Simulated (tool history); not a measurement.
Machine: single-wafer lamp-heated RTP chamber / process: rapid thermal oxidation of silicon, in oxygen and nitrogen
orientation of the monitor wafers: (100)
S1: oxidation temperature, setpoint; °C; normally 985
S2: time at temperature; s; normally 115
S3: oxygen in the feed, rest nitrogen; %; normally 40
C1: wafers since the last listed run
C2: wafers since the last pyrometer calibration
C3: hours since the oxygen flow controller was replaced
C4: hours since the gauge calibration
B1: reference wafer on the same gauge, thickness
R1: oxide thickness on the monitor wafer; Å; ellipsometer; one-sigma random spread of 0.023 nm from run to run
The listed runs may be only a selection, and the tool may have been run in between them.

{"run": 1, "hour": 0.0, "S1": 985, "S2": 115, "S3": 40, "C1": 0, "C2": 6165, "C3": 5724.4, "C4": 528.6, "B1": 5.511, "R1": 50.65}
{"run": 2, "hour": 87.9, "S1": 985, "S2": 115, "S3": 40, "C1": 678, "C2": 6844, "C3": 5812.3, "C4": 616.5, "B1": 5.514, "R1": 51.16}
{"hour": 98.4, "done": "pyrometer window cleaned and pyrometer calibrated"}
{"run": 3, "hour": 374.4, "S1": 985, "S2": 115, "S3": 40, "C1": 2150, "C2": 2130, "C3": 6098.8, "C4": 903.0, "B1": 5.537, "R1": 51.84}
{"run": 4, "hour": 450.2, "S1": 985, "S2": 115, "S3": 40, "C1": 585, "C2": 2716, "C3": 6174.6, "C4": 978.8, "B1": 5.523, "R1": 51.68}
{"run": 5, "hour": 541.3, "S1": 985, "S2": 115, "S3": 40, "C1": 703, "C2": 3419, "C3": 6265.7, "C4": 1069.9, "B1": 5.546, "R1": 52.05}
{"run": 6, "hour": 602.2, "S1": 985, "S2": 115, "S3": 40, "C1": 470, "C2": 3889, "C3": 6326.6, "C4": 1130.8, "B1": 5.558, "R1": 51.97}
{"run": 7, "hour": 668.2, "S1": 985, "S2": 98, "S3": 40, "C1": 509, "C2": 4399, "C3": 6392.6, "C4": 1196.8, "B1": 5.559, "R1": 48.41}
{"run": 8, "hour": 759.9, "S1": 985, "S2": 147, "S3": 40, "C1": 708, "C2": 5107, "C3": 6484.3, "C4": 1288.5, "B1": 5.575, "R1": 57.78}
{"run": 9, "hour": 823.2, "S1": 985, "S2": 147, "S3": 40, "C1": 488, "C2": 5596, "C3": 6547.6, "C4": 1351.8, "B1": 5.571, "R1": 58.3}
{"hour": 846.3, "done": "oxygen flow controller replaced"}
{"hour": 882.2, "done": "pyrometer window cleaned and pyrometer calibrated"}
{"run": 10, "hour": 882.7, "S1": 985, "S2": 115, "S3": 40, "C1": 335, "C2": 3, "C3": 36.4, "C4": 1411.3, "B1": 5.596, "R1": 52.09}
{"run": 11, "hour": 968.1, "S1": 977, "S2": 115, "S3": 40, "C1": 659, "C2": 663, "C3": 121.8, "C4": 1496.7, "B1": 5.597, "R1": 49.39}
{"run": 12, "hour": 1033.9, "S1": 977, "S2": 115, "S3": 40, "C1": 508, "C2": 1171, "C3": 187.6, "C4": 1562.5, "B1": 5.613, "R1": 49.75}
{"run": 13, "hour": 1089.2, "S1": 977, "S2": 115, "S3": 40, "C1": 426, "C2": 1598, "C3": 242.9, "C4": 1617.8, "B1": 5.627, "R1": 49.07}
{"run": 14, "hour": 1188.2, "S1": 985, "S2": 115, "S3": 40, "C1": 764, "C2": 2362, "C3": 341.9, "C4": 1716.8, "B1": 5.635, "R1": 52.09}
{"run": 15, "hour": 1281.0, "S1": 985, "S2": 151, "S3": 40, "C1": 716, "C2": 3079, "C3": 434.7, "C4": 1809.6, "B1": 5.641, "R1": 59.25}
{"run": 16, "hour": 1351.1, "S1": 985, "S2": 115, "S3": 40, "C1": 541, "C2": 3620, "C3": 504.8, "C4": 1879.7, "B1": 5.667, "R1": 52.87}
{"run": 17, "hour": 1427.4, "S1": 958, "S2": 74, "S3": 65, "C1": 589, "C2": 4209, "C3": 581.1, "C4": 1956.0, "B1": 5.68, "R1": 42.58}
{"run": 18, "hour": 1463.6, "S1": 985, "S2": 115, "S3": 40, "C1": 279, "C2": 4488, "C3": 617.3, "C4": 1992.2, "B1": 5.687, "R1": 53.17}
{"run": 19, "hour": 1543.3, "S1": 985, "S2": 115, "S3": 52, "C1": 615, "C2": 5104, "C3": 697.0, "C4": 2071.9, "B1": 5.697, "R1": 58.12}
{"run": 20, "hour": 1651.3, "S1": 971, "S2": 136, "S3": 64, "C1": 833, "C2": 5938, "C3": 805.0, "C4": 2179.9, "B1": 5.723, "R1": 60.54}
{"run": 21, "hour": 1725.3, "S1": 999, "S2": 100, "S3": 17, "C1": 571, "C2": 6509, "C3": 879.0, "C4": 2253.9, "B1": 5.746, "R1": 42.31}
{"hour": 1756.2, "done": "gauge calibrated"}
{"hour": 1770.3, "done": "pyrometer window cleaned and pyrometer calibrated"}
{"run": 22, "hour": 1823.9, "S1": 1008, "S2": 115, "S3": 40, "C1": 699, "C2": 414, "C3": 977.6, "C4": 67.7, "B1": 5.439, "R1": 59.97}
{"run": 23, "hour": 1889.2, "S1": 1010, "S2": 115, "S3": 17, "C1": 504, "C2": 918, "C3": 1042.9, "C4": 133.0, "B1": 5.438, "R1": 45.46}
{"run": 24, "hour": 1960.0, "S1": 985, "S2": 131, "S3": 23, "C1": 546, "C2": 1464, "C3": 1113.7, "C4": 203.8, "B1": 5.445, "R1": 44.71}
{"run": 25, "hour": 2063.0, "S1": 956, "S2": 83, "S3": 28, "C1": 795, "C2": 2260, "C3": 1216.7, "C4": 306.8, "B1": 5.431, "R1": 33.54}
{"run": 26, "hour": 2122.0, "S1": 985, "S2": 115, "S3": 40, "C1": 455, "C2": 2715, "C3": 1275.7, "C4": 365.8, "B1": 5.439, "R1": 50.47}
{"run": 27, "hour": 2176.2, "S1": 999, "S2": 100, "S3": 17, "C1": 418, "C2": 3134, "C3": 1329.9, "C4": 420.0, "B1": 5.429, "R1": 40.17}
{"run": 28, "hour": 2212.8, "S1": 958, "S2": 165, "S3": 40, "C1": 282, "C2": 3416, "C3": 1366.5, "C4": 456.6, "B1": 5.437, "R1": 48.64}

3 ways to go on from here, each from the tool as it stands after run 28. What would each give?
{"run": "A", "hour": 2213.3, "S1": 961, "S2": 115, "S3": 40, "C1": 3, "C2": 3420, "C3": 1367.0, "C4": 457.1, "B1": "?", "R1": "?"}
{"run": "B", "hour": 2213.3, "S1": 995, "S2": 115, "S3": 57, "C1": 3, "C2": 3420, "C3": 1367.0, "C4": 457.1, "B1": "?", "R1": "?"}
{"run": "C", "hour": 2213.3, "S1": 985, "S2": 115, "S3": 69, "C1": 3, "C2": 3420, "C3": 1367.0, "C4": 457.1, "B1": "?", "R1": "?"}

run=A B1=5.442 R1=43.01
run=B B1=5.442 R1=61.83
run=C B1=5.442 R1=61.37
Without the tool's hidden state the same runs would have given:
run=A R1=43.20
run=B R1=62.10
run=C R1=61.64
